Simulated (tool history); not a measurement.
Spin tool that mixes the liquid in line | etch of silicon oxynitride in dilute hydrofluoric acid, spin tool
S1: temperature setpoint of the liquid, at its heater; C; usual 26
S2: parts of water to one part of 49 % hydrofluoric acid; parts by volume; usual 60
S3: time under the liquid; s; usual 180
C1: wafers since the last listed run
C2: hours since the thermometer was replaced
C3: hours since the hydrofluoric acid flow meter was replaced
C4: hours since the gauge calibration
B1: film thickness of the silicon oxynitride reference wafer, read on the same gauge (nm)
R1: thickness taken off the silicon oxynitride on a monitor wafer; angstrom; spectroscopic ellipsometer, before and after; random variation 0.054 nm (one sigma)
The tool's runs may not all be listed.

Run 1, day 0: usual settings; C1 0; C2 2921.4; C3 1944.5; C4 562.7; B1 99.99. Result: R1 90.8 angstrom.
Run 2, day 0.708: usual settings; C1 132; C2 2938.4; C3 1961.5; C4 579.7; B1 100.01. Result: R1 90.6 angstrom.
Run 3, day 1.362: usual settings; C1 122; C2 2954.1; C3 1977.2; C4 595.4; B1 99.97. Result: R1 90.6 angstrom.
Run 4, day 1.721: usual settings; C1 66; C2 2962.7; C3 1985.8; C4 604; B1 100.02. Result: R1 90.6 angstrom.
Run 5, day 2.317: usual settings; C1 111; C2 2977; C3 2000.1; C4 618.3; B1 99.99. Result: R1 90.6 angstrom.
Run 6, day 3.042: usual settings; C1 135; C2 2994.4; C3 2017.5; C4 635.7; B1 99.98. Result: R1 90.2 angstrom.
Run 7, day 3.654: usual settings; C1 114; C2 3009.1; C3 2032.2; C4 650.4; B1 99.99. Result: R1 90.4 angstrom.
Run 8, day 3.908: usual settings; C1 47; C2 3015.2; C3 2038.3; C4 656.5; B1 100.02. Result: R1 90.7 angstrom.
Run 9, day 4.167: usual settings; C1 48; C2 3021.4; C3 2044.5; C4 662.7; B1 100.01. Result: R1 90.3 angstrom.
Run 10, day 4.762: usual settings; C1 111; C2 3035.7; C3 2058.8; C4 677; B1 99.99. Result: R1 90 angstrom.
Run 11, day 5.342: usual settings; C1 108; C2 3049.6; C3 2072.7; C4 690.9; B1 100.02. Result: R1 90.1 angstrom.
At day 5.675: hydrofluoric acid flow meter replaced.
Run 12, day 5.696: usual settings; C1 58; C2 3058.1; C3 0.5; C4 699.4; B1 99.99. Result: R1 101.5 angstrom.
Run 13, day 5.962: usual settings but S2 70 parts by volume; C1 49; C2 3064.5; C3 6.9; C4 705.8; B1 100. Result: R1 86.1 angstrom.
At day 6.146: thermometer replaced.
Run 14, day 6.438: usual settings but S2 45 parts by volume, S3 250 s; C1 80; C2 7; C3 18.3; C4 717.2; B1 100. Result: R1 217.3 angstrom.
Run 15, day 6.812: usual settings; C1 69; C2 16; C3 27.3; C4 726.2; B1 99.98. Result: R1 116.1 angstrom.
Run 16, day 7.208: usual settings but S1 22 C, S2 35 parts by volume, S3 105 s; C1 73; C2 25.5; C3 36.8; C4 735.7; B1 100. Result: R1 96.3 angstrom.
At day 7.404: gauge calibrated.
Run 17, day 7.692: usual settings but S1 29.5 C, S3 85 s; C1 90; C2 37.1; C3 48.4; C4 6.9; B1 100. Result: R1 64.6 angstrom.
Run 18, day 8.146: usual settings; C1 84; C2 48; C3 59.3; C4 17.8; B1 100. Result: R1 115.6 angstrom.
Run 19, day 10.012: usual settings but S1 23 C, S2 75 parts by volume, S3 105 s; C1 348; C2 92.8; C3 104.1; C4 62.6; B1 100.01. Result: R1 45.9 angstrom.
Run 20, day 10.533: usual settings but S1 30 C, S2 80 parts by volume, S3 240 s; C1 97; C2 105.3; C3 116.6; C4 75.1; B1 100. Result: R1 134.8 angstrom.
Run 21, day 11.225: usual settings but S1 31 C, S2 90 parts by volume, S3 265 s; C1 129; C2 121.9; C3 133.2; C4 91.7; B1 99.99. Result: R1 138.3 angstrom.
Run 22, day 11.95: usual settings; C1 135; C2 139.3; C3 150.6; C4 109.1; B1 99.96. Result: R1 113.7 angstrom.
Run 23, day 12.492: usual settings but S2 45 parts by volume, S3 250 s; C1 101; C2 152.3; C3 163.6; C4 122.1; B1 100.02. Result: R1 214.7 angstrom.
Run 24, day 13.55: usual settings but S1 23.5 C, S3 250 s; C1 197; C2 177.7; C3 189; C4 147.5; B1 99.98. Result: R1 139.1 angstrom.
Run 25, day 13.942: usual settings but S1 28.5 C, S2 45 parts by volume, S3 285 s; C1 73; C2 187.1; C3 198.4; C4 156.9; B1 100. Result: R1 275.3 angstrom.
Run 26, day 14.362: usual settings but S1 30.5 C, S2 40 parts by volume, S3 100 s; C1 78; C2 197.2; C3 208.5; C4 167; B1 100.01. Result: R1 119.7 angstrom.
Run 27, day 16.45: usual settings but S1 27.5 C, S2 45 parts by volume, S3 100 s; C1 389; C2 247.3; C3 258.6; C4 217.1; B1 100. Result: R1 92.2 angstrom.
Run 28, day 16.979: usual settings but S1 21.5 C, S3 115 s; C1 98; C2 260; C3 271.3; C4 229.8; B1 100. Result: R1 58 angstrom.
Run 29, day 17.554: usual settings but S1 28 C, S2 45 parts by volume; C1 107; C2 273.8; C3 285.1; C4 243.6; B1 99.97. Result: R1 168.3 angstrom.
Run 30, day 17.996: usual settings but S1 21.5 C, S2 85 parts by volume, S3 115 s; C1 82; C2 284.4; C3 295.7; C4 254.2; B1 100.01. Result: R1 39.8 angstrom.
Run 31, day 18.292: usual settings but S1 22.5 C; C1 55; C2 291.5; C3 302.8; C4 261.3; B1 100.02. Result: R1 96 angstrom.
Run 32, day 18.762: usual settings but S1 21.5 C, S2 35 parts by volume; C1 87; C2 302.8; C3 314.1; C4 272.6; B1 100. Result: R1 157.7 angstrom.

5 ways to go on from here, each from the tool as it stands after run 32. What would each give?
Run A, day 18.783: usual settings; C1 3; C2 303.3; C3 314.6; C4 273.1; B1 ?. Result: R1 ?.
Run B, day 18.783: usual settings but S2 85 parts by volume; C1 3; C2 303.3; C3 314.6; C4 273.1; B1 ?. Result: R1 ?.
Run C, day 18.783: usual settings but S2 75 parts by volume, S3 110 s; C1 3; C2 303.3; C3 314.6; C4 273.1; B1 ?. Result: R1 ?.
Run D, day 18.783: usual settings but S1 29.5 C, S2 40 parts by volume, S3 115 s; C1 3; C2 303.3; C3 314.6; C4 273.1; B1 ?. Result: R1 ?.
Run E, day 18.783: usual settings but S3 110 s; C1 3; C2 303.3; C3 314.6; C4 273.1; B1 ?. Result: R1 ?.

run     B1     R1
  A  99.96  112.9
  B  99.96   77.9
  C  99.96   54.4
  D  99.96  130.2
  E  99.96     69
Without the tool's hidden state the same runs would have given:
run    R1
  A   118
  B  81.4
  C  56.9
  D   136
  E  72.1
